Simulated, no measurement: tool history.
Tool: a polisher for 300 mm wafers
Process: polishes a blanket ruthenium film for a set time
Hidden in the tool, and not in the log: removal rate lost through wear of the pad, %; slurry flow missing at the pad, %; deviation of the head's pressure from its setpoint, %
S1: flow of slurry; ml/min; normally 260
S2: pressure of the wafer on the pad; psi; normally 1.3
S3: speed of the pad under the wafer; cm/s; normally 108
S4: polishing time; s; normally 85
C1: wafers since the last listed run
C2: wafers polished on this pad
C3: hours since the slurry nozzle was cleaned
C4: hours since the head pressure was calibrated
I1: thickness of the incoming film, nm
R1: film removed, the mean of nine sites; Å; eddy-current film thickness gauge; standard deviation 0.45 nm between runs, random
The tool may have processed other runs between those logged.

run   hour   S1   S2   S3   S4   C1    C2     C3     C4     I1   R1
  1    0.0  260  1.3  108   85    0  1014  330.7  373.8  281.5  558
  2   18.4  260  1.3  108   85  126  1141  349.1  392.2  285.1  556
      31.8  -- worn pad replaced by a new one
  3   38.4  260  1.3  108   85  110    45  369.1  412.2  283.1  586
  4   74.0  260  1.3  108   85  245   290  404.7  447.8  277.0  568
  5  101.4  260  1.3  108   85  188   479  432.1  475.2  279.2  558
  6  117.4  260  1.3   94   85  110   589  448.1  491.2  279.9  514
  7  143.1  260  1.3   94   85  177   766  473.8  516.9  282.3  514
  8  174.7  260  1.3   94   85  217   984  505.4  548.5  275.6  512
  9  204.5  260  1.3  108   85  205  1189  535.2  578.3  281.0  547
 10  223.9  260  1.3  108   85  133  1323  554.6  597.7  283.0  541
     231.0  -- worn pad replaced by a new one
 11  241.9  260  1.3  108   85   96    74  572.6  615.7  284.8  590
 12  263.9  190  1.3  130   85  151   226  594.6  637.7  277.2  620
     267.5  -- head pressure recalibrated
 13  285.2  200  1.1  108   85  132   359  615.9   17.7  280.9  473
 14  301.7  260  1.3  108   71  113   473  632.4   34.2  278.9  482
 15  332.5  260  0.9   74  109  212   685  663.2   65.0  283.9  402
 16  344.8  345  1.6  108   85   84   770  675.5   77.3  280.3  715
     366.6  -- slurry nozzle cleaned
 17  377.0  260  1.8  108   63  214   984   10.4  109.5  279.2  571
 18  403.1  260  1.3  108   85  179  1164   36.5  135.6  280.4  562
     424.5  -- worn pad replaced by a new one
 19  435.8  210  1.7  140   59  197    77   69.2  168.3  278.1  614
 20  541.4  195  1.5  124   85  727   805  174.8  273.9  281.4  678
 21  566.1  305  1.3  108   85  170   975  199.5  298.6  279.8  558
 22  597.7  260  1.3  132   85  217  1192  231.1  330.2  282.1  631
 23  615.3  260  1.3  108   85  121  1314  248.7  347.8  280.3  556

Selected run-to-run steps in R1, each split into two signed amounts: the part the tool would show with no hidden state at all (from settings, incoming material and random variation), and the remainder, which goes to the hidden state together with any gauge scatter not common to the measured and the hidden-state-free results:
Run 10 -> 11: worn pad replaced by a new one. R1 +49 Å: hidden state +41, all else +8.
Run 12 -> 13: S1 190 -> 200, S2 1.3 -> 1.1, S3 130 -> 108, head pressure recalibrated. R1 -147 Å: hidden state -2, all else -145.
Run 15 -> 16: S1 260 -> 345, S2 0.9 -> 1.6, S3 74 -> 108, S4 109 -> 85. R1 +313 Å: hidden state -21, all else +334.
Run 19 -> 20: S1 210 -> 195, S2 1.7 -> 1.5, S3 140 -> 124, S4 59 -> 85. R1 +64 Å: hidden state -37, all else +101.

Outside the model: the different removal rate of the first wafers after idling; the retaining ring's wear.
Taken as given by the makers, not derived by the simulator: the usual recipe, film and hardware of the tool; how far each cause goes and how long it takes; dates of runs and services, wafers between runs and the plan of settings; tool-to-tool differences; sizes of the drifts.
